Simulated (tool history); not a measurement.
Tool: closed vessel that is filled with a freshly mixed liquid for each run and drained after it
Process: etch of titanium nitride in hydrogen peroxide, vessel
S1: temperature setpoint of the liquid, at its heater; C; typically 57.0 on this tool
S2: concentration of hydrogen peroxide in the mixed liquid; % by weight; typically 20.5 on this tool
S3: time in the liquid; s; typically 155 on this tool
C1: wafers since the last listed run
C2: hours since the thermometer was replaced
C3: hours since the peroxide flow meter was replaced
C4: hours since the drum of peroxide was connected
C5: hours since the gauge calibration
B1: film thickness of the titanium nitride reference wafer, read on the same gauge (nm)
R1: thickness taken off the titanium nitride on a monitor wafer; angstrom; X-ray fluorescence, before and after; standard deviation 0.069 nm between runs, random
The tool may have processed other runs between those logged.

run    hour    S1    S2   S3     C1     C2     C3     C4      C5     B1     R1
  1     0.0  57.0  23.5  190      0  480.3  159.7  406.8   979.0  40.01  122.3
      189.8  -- thermometer replaced
  2   216.5  57.0  23.5  190  15934   26.7  376.2  623.3  1195.5  40.01  122.9
  3   267.2  57.0  25.0  155   3748   77.4  426.9  674.0  1246.2  40.04  101.9
      280.1  -- new drum of peroxide connected
      527.7  -- peroxide flow meter replaced
  4   579.3  57.0  17.0  155  22929  389.5   51.6  299.2  1558.3  40.02   94.5
  5   665.3  57.0  20.5  155   6358  475.5  137.6  385.2  1644.3  39.98   97.6
  6   734.9  57.0  20.5  155   5146  545.1  207.2  454.8  1713.9  40.00   96.6
      820.8  -- gauge calibrated
  7   827.8  57.0  20.5  155   6869  638.0  300.1  547.7     7.0  39.97   97.4
      865.7  -- thermometer replaced
  8   878.2  57.0  20.5  155   3652   12.5  350.5  598.1    57.4  39.93   96.7
  9   941.5  60.5  20.5  155   4680   75.8  413.8  661.4   120.7  39.99  125.1
      987.5  -- new drum of peroxide connected
 10  1042.2  60.5  20.5  155   7372  176.5  514.5   54.7   221.4  40.00  123.8
 11  1125.8  52.0  20.5  250   6181  260.1  598.1  138.3   305.0  40.02  111.1
 12  1200.2  57.0  20.5  155   5501  334.5  672.5  212.7   379.4  39.96   96.8
 13  1257.8  60.0  23.0   75   4259  392.1  730.1  270.3   437.0  39.97   59.7
     1337.3  -- peroxide flow meter replaced
 14  1360.9  57.0  20.5  155   7549  495.2   23.6  373.4   540.1  40.04   98.0
 15  1420.7  57.0  20.5  155   4421  555.0   83.4  433.2   599.9  40.03   97.2
     1578.5  -- thermometer replaced
     1600.9  -- new drum of peroxide connected
 16  1675.7  62.0  15.0  115  18707   97.2  338.4   74.8   854.9  39.99   95.9
 17  1770.5  57.0  18.0  100   7009  192.0  433.2  169.6   949.7  39.99   61.8
 18  1863.5  57.0  25.0   95   6876  285.0  526.2  262.6  1042.7  39.95   62.9
 19  1931.8  66.0  17.0  155   5050  353.3  594.5  330.9  1111.0  39.98  171.7
 20  1971.3  54.0  26.0  110   2920  392.8  634.0  370.4  1150.5  40.05   59.1

Forecast each of these 3 alternatives for the next run:
  A  1972.0  57.0  20.5  155  51  393.5  634.7  371.1  1151.2   ?   ?
  B  1972.0  57.0  20.5  205  51  393.5  634.7  371.1  1151.2   ?   ?
  C  1972.0  57.0  25.5  155  51  393.5  634.7  371.1  1151.2   ?   ?

run     B1     R1
  A  39.99   96.5
  B  39.99  127.6
  C  39.99  101.2
Stripped of hidden state, with their random variation kept, the same runs would have yielded:
run     R1
  A   96.5
  B  127.6
  C  101.2
